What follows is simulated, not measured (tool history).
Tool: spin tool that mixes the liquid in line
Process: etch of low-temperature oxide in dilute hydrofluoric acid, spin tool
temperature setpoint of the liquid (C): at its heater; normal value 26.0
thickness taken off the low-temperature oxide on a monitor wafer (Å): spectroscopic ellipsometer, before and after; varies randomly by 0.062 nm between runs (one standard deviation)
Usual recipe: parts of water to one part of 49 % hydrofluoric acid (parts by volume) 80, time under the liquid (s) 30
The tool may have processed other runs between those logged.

run,hour,temperature setpoint of the liquid (C),parts of water to one part of 49 % hydrofluoric acid (parts by volume),time under the liquid (s),wafers since the last listed run,hours since the thermometer was replaced,hours since the hydrofluoric acid flow meter was replaced,hours since the gauge calibration,"read-back film thickness of the low-temperature oxide reference wafer, read on the same gauge (nm)",thickness taken off the low-temperature oxide on a monitor wafer (Å)
1,0.0,26.0,80,30,0,1008.8,318.6,1269.0,69.99,99.8
2,46.7,26.0,65,30,709,1055.5,365.3,1315.7,70.01,125.0
# hour 76.4: hydrofluoric acid flow meter replaced
3,91.2,26.0,65,30,660,1100.0,14.8,1360.2,69.98,123.9
4,118.9,26.0,65,30,420,1127.7,42.5,1387.9,70.02,123.6
5,167.3,26.0,80,25,735,1176.1,90.9,1436.3,70.01,81.9
6,214.1,26.0,80,25,710,1222.9,137.7,1483.1,70.02,82.1
7,249.6,26.0,80,25,539,1258.4,173.2,1518.6,70.00,83.3
8,279.9,26.0,80,30,460,1288.7,203.5,1548.9,69.99,99.7
# hour 289.3: gauge calibrated
9,306.4,26.0,80,30,402,1315.2,230.0,17.1,70.00,99.5
10,344.4,29.0,80,30,577,1353.2,268.0,55.1,70.00,111.1
11,409.2,29.0,80,30,984,1418.0,332.8,119.9,70.00,110.6
12,451.3,23.5,55,15,639,1460.1,374.9,162.0,69.98,67.6
13,513.8,22.5,115,15,949,1522.6,437.4,224.5,70.00,28.7
14,540.9,30.0,55,30,411,1549.7,464.5,251.6,70.00,173.5
# hour 583.2: hydrofluoric acid flow meter replaced
15,599.5,22.0,55,15,874,1608.3,16.3,310.2,70.01,62.6
16,642.8,26.0,80,50,657,1651.6,59.6,353.5,69.99,165.9
17,690.3,30.5,80,30,721,1699.1,107.1,401.0,69.99,117.7
# hour 723.9: thermometer replaced
18,750.6,21.5,115,45,900,26.7,167.4,461.3,69.99,82.8
19,813.2,26.0,80,35,950,89.3,230.0,523.9,69.99,116.4
20,876.1,27.5,80,30,955,152.2,292.9,586.8,69.99,103.8
21,940.5,26.0,80,30,978,216.6,357.3,651.2,70.00,99.2
# hour 976.6: hydrofluoric acid flow meter replaced
22,1007.5,28.0,80,30,1002,283.6,30.9,718.2,70.00,107.0
23,1072.6,26.0,80,25,988,348.7,96.0,783.3,70.02,81.5
24,1108.7,22.0,80,30,548,384.8,132.1,819.4,70.01,83.6
25,1141.0,26.0,80,25,490,417.1,164.4,851.7,69.99,82.1
26,1307.4,28.0,80,30,2527,583.5,330.8,1018.1,70.02,107.6
27,1338.2,26.0,115,30,467,614.3,361.6,1048.9,70.02,65.9
# hour 1381.5: hydrofluoric acid flow meter replaced
28,1400.6,26.0,80,15,932,676.7,19.1,1111.3,69.99,49.8
29,1440.6,23.0,105,15,607,716.7,59.1,1151.3,69.98,32.6
30,1470.5,26.0,80,30,454,746.6,89.0,1181.2,69.98,99.6
31,1509.5,30.5,50,50,592,785.6,128.0,1220.2,70.00,329.0
32,1610.0,26.0,80,30,1526,886.1,228.5,1320.7,69.99,98.7
33,1674.4,26.0,100,30,978,950.5,292.9,1385.1,69.99,77.0

Forecast each of these 3 alternatives for the next run:
A,1674.8,26.0,80,40,6,950.9,293.3,1385.5,?,?
B,1674.8,30.0,100,40,6,950.9,293.3,1385.5,?,?
C,1674.8,23.0,60,50,6,950.9,293.3,1385.5,?,?

run,"read-back film thickness of the low-temperature oxide reference wafer, read on the same gauge (nm)",thickness taken off the low-temperature oxide on a monitor wafer (Å)
A,70.00,132.8
B,70.00,120.6
C,70.00,201.2
Had the tool no hidden state, the same runs would have come out as:
run,thickness taken off the low-temperature oxide on a monitor wafer (Å)
A,132.8
B,120.6
C,201.2
